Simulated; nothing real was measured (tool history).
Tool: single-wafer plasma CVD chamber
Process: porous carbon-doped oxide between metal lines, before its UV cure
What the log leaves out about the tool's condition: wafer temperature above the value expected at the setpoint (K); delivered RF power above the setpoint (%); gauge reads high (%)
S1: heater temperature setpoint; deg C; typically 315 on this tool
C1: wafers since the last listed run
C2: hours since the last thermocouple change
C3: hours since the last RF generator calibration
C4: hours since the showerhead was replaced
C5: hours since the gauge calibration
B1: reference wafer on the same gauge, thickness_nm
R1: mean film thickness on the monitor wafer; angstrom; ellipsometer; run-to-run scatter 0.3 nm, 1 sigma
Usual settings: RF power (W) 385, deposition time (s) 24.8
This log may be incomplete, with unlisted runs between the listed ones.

run 1 hour=0 | S1=315 RF_power_(W)=385 deposition_time_(s)=24.8 | C1=0 C2=1028.8 C3=44 C4=2223.9 C5=726.3 | B1=124.12 | R1=1099.41
run 2 hour=103.9 | S1=315 RF_power_(W)=385 deposition_time_(s)=24.8 | C1=2298 C2=1132.7 C3=147.9 C4=2327.8 C5=830.2 | B1=124.266 | R1=1093.06
run 3 hour=170.9 | S1=315 RF_power_(W)=385 deposition_time_(s)=24.8 | C1=1482 C2=1199.7 C3=214.9 C4=2394.8 C5=897.2 | B1=124.365 | R1=1097.29
run 4 hour=265 | S1=323 RF_power_(W)=385 deposition_time_(s)=21.3 | C1=2082 C2=1293.8 C3=309 C4=2488.9 C5=991.3 | B1=124.455 | R1=903.9
run 5 hour=346.9 | S1=323 RF_power_(W)=385 deposition_time_(s)=21.3 | C1=1812 C2=1375.7 C3=390.9 C4=2570.8 C5=1073.2 | B1=124.547 | R1=909.66
run 6 hour=420.3 | S1=323 RF_power_(W)=385 deposition_time_(s)=21.3 | C1=1624 C2=1449.1 C3=464.3 C4=2644.2 C5=1146.6 | B1=124.572 | R1=903.4
run 7 hour=497 | S1=315 RF_power_(W)=340 deposition_time_(s)=24.8 | C1=1697 C2=1525.8 C3=541 C4=2720.9 C5=1223.3 | B1=124.64 | R1=1002.63
run 8 hour=562.7 | S1=315 RF_power_(W)=340 deposition_time_(s)=24.8 | C1=1453 C2=1591.5 C3=606.7 C4=2786.6 C5=1289 | B1=124.754 | R1=1003.51
run 9 hour=662.1 | S1=315 RF_power_(W)=385 deposition_time_(s)=25.9 | C1=2199 C2=1690.9 C3=706.1 C4=2886 C5=1388.4 | B1=124.76 | R1=1146.18
run 10 hour=709.7 | S1=315 RF_power_(W)=385 deposition_time_(s)=25.9 | C1=1053 C2=1738.5 C3=753.7 C4=2933.6 C5=1436 | B1=124.839 | R1=1147.3
run 11 hour=783.7 | S1=315 RF_power_(W)=385 deposition_time_(s)=25.9 | C1=1637 C2=1812.5 C3=827.7 C4=3007.6 C5=1510 | B1=124.782 | R1=1148.01
run 12 hour=887 | S1=315 RF_power_(W)=385 deposition_time_(s)=24.8 | C1=2285 C2=1915.8 C3=931 C4=3110.9 C5=1613.3 | B1=124.731 | R1=1093.84
run 13 hour=980.4 | S1=315 RF_power_(W)=385 deposition_time_(s)=24.8 | C1=2066 C2=2009.2 C3=1024.4 C4=3204.3 C5=1706.7 | B1=124.958 | R1=1102.16
run 14 hour=1071.2 | S1=315 RF_power_(W)=385 deposition_time_(s)=23.2 | C1=2009 C2=2100 C3=1115.2 C4=3295.1 C5=1797.5 | B1=124.9 | R1=1035.06
-- hour=1133.3 gauge calibrated
run 15 hour=1157.5 | S1=315 RF_power_(W)=385 deposition_time_(s)=24.8 | C1=1909 C2=2186.3 C3=1201.5 C4=3381.4 C5=24.2 | B1=121.914 | R1=1071.21
run 16 hour=1260.7 | S1=322 RF_power_(W)=325 deposition_time_(s)=20 | C1=2283 C2=2289.5 C3=1304.7 C4=3484.6 C5=127.4 | B1=122.2 | R1=741.99
run 17 hour=1385.5 | S1=315 RF_power_(W)=385 deposition_time_(s)=28.4 | C1=2761 C2=2414.3 C3=1429.5 C4=3609.4 C5=252.2 | B1=122.633 | R1=1236.38
-- hour=1571.7 thermocouple changed; heater temperature recalibrated
run 18 hour=1613.2 | S1=306 RF_power_(W)=320 deposition_time_(s)=20.5 | C1=4861 C2=41.5 C3=1657.2 C4=3837.1 C5=479.9 | B1=123.233 | R1=834.19
-- hour=1658.9 RF generator calibrated
run 19 hour=1701.9 | S1=315 RF_power_(W)=450 deposition_time_(s)=27 | C1=1785 C2=130.2 C3=43 C4=3925.8 C5=568.6 | B1=123.435 | R1=1330.25
run 20 hour=1749.6 | S1=301 RF_power_(W)=330 deposition_time_(s)=22.1 | C1=1055 C2=177.9 C3=90.7 C4=3973.5 C5=616.3 | B1=123.512 | R1=943.46
run 21 hour=1795.1 | S1=320 RF_power_(W)=460 deposition_time_(s)=20.4 | C1=1006 C2=223.4 C3=136.2 C4=4019 C5=661.8 | B1=123.605 | R1=1000.42
run 22 hour=1894.9 | S1=324 RF_power_(W)=335 deposition_time_(s)=23.1 | C1=2208 C2=323.2 C3=236 C4=4118.8 C5=761.6 | B1=123.744 | R1=871.99
-- hour=1927.4 showerhead replaced
run 23 hour=1977.5 | S1=301 RF_power_(W)=385 deposition_time_(s)=24.8 | C1=1650 C2=405.8 C3=318.6 C4=50.1 C5=844.2 | B1=123.862 | R1=1187.39
run 24 hour=2143.2 | S1=315 RF_power_(W)=385 deposition_time_(s)=24.8 | C1=3666 C2=571.5 C3=484.3 C4=215.8 C5=1009.9 | B1=124.038 | R1=1095.26
run 25 hour=2222.3 | S1=320 RF_power_(W)=360 deposition_time_(s)=21.4 | C1=1750 C2=650.6 C3=563.4 C4=294.9 C5=1089 | B1=124.13 | R1=880.83
run 26 hour=2305.2 | S1=315 RF_power_(W)=325 deposition_time_(s)=24.8 | C1=1834 C2=733.5 C3=646.3 C4=377.8 C5=1171.9 | B1=124.218 | R1=961.16
run 27 hour=2374.7 | S1=315 RF_power_(W)=430 deposition_time_(s)=29.5 | C1=1537 C2=803 C3=715.8 C4=447.3 C5=1241.4 | B1=124.305 | R1=1403.31
run 28 hour=2442.6 | S1=319 RF_power_(W)=415 deposition_time_(s)=22.1 | C1=1502 C2=870.9 C3=783.7 C4=515.2 C5=1309.3 | B1=124.271 | R1=1012.2
run 29 hour=2547.8 | S1=315 RF_power_(W)=385 deposition_time_(s)=24.8 | C1=2327 C2=976.1 C3=888.9 C4=620.4 C5=1414.5 | B1=124.389 | R1=1101.17
run 30 hour=2584.2 | S1=315 RF_power_(W)=360 deposition_time_(s)=29.5 | C1=805 C2=1012.5 C3=925.3 C4=656.8 C5=1450.9 | B1=124.286 | R1=1232.12
run 31 hour=2636.6 | S1=303 RF_power_(W)=345 deposition_time_(s)=24.8 | C1=1159 C2=1064.9 C3=977.7 C4=709.2 C5=1503.3 | B1=124.408 | R1=1091.93
run 32 hour=2695 | S1=315 RF_power_(W)=440 deposition_time_(s)=24.8 | C1=1292 C2=1123.3 C3=1036.1 C4=767.6 C5=1561.7 | B1=124.452 | R1=1209.69
run 33 hour=2783.1 | S1=315 RF_power_(W)=385 deposition_time_(s)=24.8 | C1=1949 C2=1211.4 C3=1124.2 C4=855.7 C5=1649.8 | B1=124.361 | R1=1099.22

5 ways to go on from here, each from the tool as it stands after run 33. What would each give?
run A hour=2783.5 | S1=315 RF_power_(W)=385 deposition_time_(s)=24.8 | C1=8 C2=1211.8 C3=1124.6 C4=856.1 C5=1650.2 | B1=? | R1=?
run B hour=2783.5 | S1=328 RF_power_(W)=420 deposition_time_(s)=21.1 | C1=8 C2=1211.8 C3=1124.6 C4=856.1 C5=1650.2 | B1=? | R1=?
run C hour=2783.5 | S1=329 RF_power_(W)=455 deposition_time_(s)=20.7 | C1=8 C2=1211.8 C3=1124.6 C4=856.1 C5=1650.2 | B1=? | R1=?
run D hour=2783.5 | S1=321 RF_power_(W)=405 deposition_time_(s)=21.6 | C1=8 C2=1211.8 C3=1124.6 C4=856.1 C5=1650.2 | B1=? | R1=?
run E hour=2783.5 | S1=315 RF_power_(W)=385 deposition_time_(s)=29.3 | C1=8 C2=1211.8 C3=1124.6 C4=856.1 C5=1650.2 | B1=? | R1=?

run=A B1=124.433 R1=1097.05
run=B B1=124.433 R1=928.31
run=C B1=124.433 R1=961.01
run=D B1=124.433 R1=961.61
run=E B1=124.433 R1=1289.29
What these runs would have given with no unlogged condition in the tool:
run=A R1=1075.45
run=B R1=910.03
run=C R1=942.08
run=D R1=942.67
run=E R1=1263.9
